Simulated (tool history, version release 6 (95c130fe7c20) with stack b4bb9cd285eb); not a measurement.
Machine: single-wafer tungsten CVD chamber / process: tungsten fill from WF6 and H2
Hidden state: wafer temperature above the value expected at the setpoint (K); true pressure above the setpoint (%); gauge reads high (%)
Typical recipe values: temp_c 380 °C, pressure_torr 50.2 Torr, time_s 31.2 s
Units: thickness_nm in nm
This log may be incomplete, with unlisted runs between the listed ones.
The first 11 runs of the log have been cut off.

run    hour  temp_c  pressure_torr  time_s  wafers since the last listed run  hours since the last thermocouple change  hours since the last manometer calibration  hours since the showerhead was replaced  hours since the gauge calibration  read-back reference wafer on the same gauge, thickness_nm  thickness_nm
 12   838.7     380           45.8    31.2                              2261                                     934.6                                      1305.3                                   5704.9                              240.9                                                     77.045        73.684
 13   912.3     380           45.8    31.2                              1872                                    1008.2                                      1378.9                                   5778.5                              314.5                                                     77.127        73.398
 14   975.2     380           50.2    31.2                              1599                                    1071.1                                      1441.8                                   5841.4                              377.4                                                     77.085        74.903
 15  1014.4     380           50.2    31.2                               997                                    1110.3                                        1481                                   5880.6                              416.6                                                     77.025        75.044
     1044.4  -- capacitance manometer re-zeroed and calibrated
 16  1071.6     380           50.2      34                              1251                                    1167.5                                        27.2                                   5937.8                              473.8                                                     77.122        81.568
 17  1130.2     390           50.2      25                              1490                                    1226.1                                        85.8                                   5996.4                              532.4                                                     77.046        72.062
 18    1171     389           56.8    35.7                              1037                                    1266.9                                       126.6                                   6037.2                              573.2                                                     77.165       103.721
 19  1223.9     380           50.2    25.1                              1345                                    1319.8                                       179.5                                   6090.1                              626.1                                                     77.058        59.763
 20  1488.2     369           50.2    27.2                              6722                                    1584.1                                       443.8                                   6354.4                              890.4                                                     77.113        51.906
 21    1544     369           50.2    31.2                              1419                                    1639.9                                       499.6                                   6410.2                              946.2                                                     77.158        59.247
 22  1623.3     380           50.2    31.2                              2017                                    1719.2                                       578.9                                   6489.5                             1025.5                                                     77.204        74.358
     1732.4  -- showerhead replaced
 23  1732.9     368           50.2    33.1                              2584                                    1828.8                                       688.5                                      0.5                             1135.1                                                     77.108         61.15
     1739.9  -- gauge calibrated
 24  1808.7     385           50.2    31.2                              1928                                    1904.6                                       764.3                                     76.3                               68.8                                                     77.132        81.208
 25  1897.2     380           41.2    31.2                              2251                                    1993.1                                       852.8                                    164.8                              157.3                                                     76.998        71.412
     1930.3  -- thermocouple changed; heater temperature recalibrated
 26  1989.8     376           62.6    34.3                              2151                                      59.5                                       945.4                                    257.4                              249.9                                                     77.245        80.863
 27  2037.1     380           50.2    37.4                              1203                                     106.8                                       992.7                                    304.7                              297.2                                                     77.168        90.946
 28  2175.6     380           50.2    31.2                              3522                                     245.3                                      1131.2                                    443.2                              435.7                                                     77.053        75.447
 29  2255.8     373           50.2    31.2                              2039                                     325.5                                      1211.4                                    523.4                              515.9                                                     77.105        65.942
 30    2300     380           50.2    28.2                              1124                                     369.7                                      1255.6                                    567.6                              560.1                                                     77.057        68.696
     2333.1  -- capacitance manometer re-zeroed and calibrated
 31  2377.1     392           56.7    31.2                              1757                                     446.8                                          44                                    644.7                              637.2                                                     77.176        97.286
 32  2441.6     375           46.8    31.2                              1640                                     511.3                                       108.5                                    709.2                              701.7                                                     77.186        67.378
 33  2492.2     380           50.2    31.2                              1287                                     561.9                                       159.1                                    759.8                              752.3                                                      77.03        75.859

Forecast each of these 4 alternatives for the next run:
  A  2492.6     393           50.2    31.2                                10                                     562.3                                       159.5                                    760.2                              752.7                                                          ?             ?
  B  2492.6     380           40.2    33.6                                10                                     562.3                                       159.5                                    760.2                              752.7                                                          ?             ?
  C  2492.6     372           42.6    26.5                                10                                     562.3                                       159.5                                    760.2                              752.7                                                          ?             ?
  D  2492.6     373             44    31.2                                10                                     562.3                                       159.5                                    760.2                              752.7                                                          ?             ?

run  read-back reference wafer on the same gauge, thickness_nm  thickness_nm
  A                                                     77.101        96.561
  B                                                     77.101        77.467
  C                                                     77.101        52.682
  D                                                     77.101        63.762
What these runs would have given with no unlogged condition in the tool:
run  thickness_nm
  A        97.257
  B        78.068
  C          53.1
  D        64.266
